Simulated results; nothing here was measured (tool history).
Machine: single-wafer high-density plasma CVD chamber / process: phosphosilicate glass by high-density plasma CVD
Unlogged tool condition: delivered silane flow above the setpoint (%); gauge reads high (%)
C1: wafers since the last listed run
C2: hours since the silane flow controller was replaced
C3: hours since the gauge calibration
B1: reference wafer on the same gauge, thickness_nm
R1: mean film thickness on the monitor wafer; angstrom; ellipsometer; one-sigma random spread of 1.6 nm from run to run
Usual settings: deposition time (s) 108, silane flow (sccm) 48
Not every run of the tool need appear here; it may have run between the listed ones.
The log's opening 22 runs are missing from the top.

Run 23, hour 1671.2: usual settings but deposition time (s) 98; C1 762; C2 564.5; C3 397.1; B1 462.961. Result: R1 4316.36 angstrom.
Run 24, hour 1825.8: usual settings but deposition time (s) 126; C1 2366; C2 719.1; C3 551.7; B1 463.367. Result: R1 5547.12 angstrom.
Run 25, hour 1880.4: usual settings but deposition time (s) 117; C1 835; C2 773.7; C3 606.3; B1 463.081. Result: R1 5146.08 angstrom.
Run 26, hour 1919.6: usual settings but deposition time (s) 128, silane flow (sccm) 54; C1 599; C2 812.9; C3 645.5; B1 462.601. Result: R1 6339.36 angstrom.
Run 27, hour 1968.9: usual settings but deposition time (s) 121, silane flow (sccm) 42; C1 754; C2 862.2; C3 694.8; B1 462.527. Result: R1 4652.82 angstrom.
Run 28, hour 2071.3: usual settings; C1 1567; C2 964.6; C3 797.2; B1 463.006. Result: R1 4762.09 angstrom.
Run 29, hour 2146.6: usual settings but deposition time (s) 101, silane flow (sccm) 42; C1 1152; C2 1039.9; C3 872.5; B1 462.983. Result: R1 3896.46 angstrom.
Run 30, hour 2207.7: usual settings but deposition time (s) 126; C1 935; C2 1101; C3 933.6; B1 462.711. Result: R1 5530.72 angstrom.
Run 31, hour 2280.4: usual settings; C1 1112; C2 1173.7; C3 1006.3; B1 463.153. Result: R1 4741.2 angstrom.
Run 32, hour 2343.2: usual settings; C1 961; C2 1236.5; C3 1069.1; B1 463.408. Result: R1 4759.8 angstrom.
Run 33, hour 2448.5: usual settings but deposition time (s) 114, silane flow (sccm) 57; C1 1611; C2 1341.8; C3 1174.4; B1 462.909. Result: R1 5918.4 angstrom.

Each row is a separate what-if for the run after 33, all from the same tool condition, not one after another. Results?
Run A, hour 2448.9: usual settings; C1 6; C2 1342.2; C3 1174.8; B1 ?. Result: R1 ?.
Run B, hour 2448.9: usual settings but deposition time (s) 125, silane flow (sccm) 40; C1 6; C2 1342.2; C3 1174.8; B1 ?. Result: R1 ?.
Run C, hour 2448.9: usual settings but deposition time (s) 90, silane flow (sccm) 45; C1 6; C2 1342.2; C3 1174.8; B1 ?. Result: R1 ?.

run       B1       R1
  A  462.543  4762.27
  B  462.543  4593.24
  C  462.543  3720.53
Without the tool's hidden state the same runs would have given:
run       R1
  A  4762.27
  B  4593.24
  C  3720.53
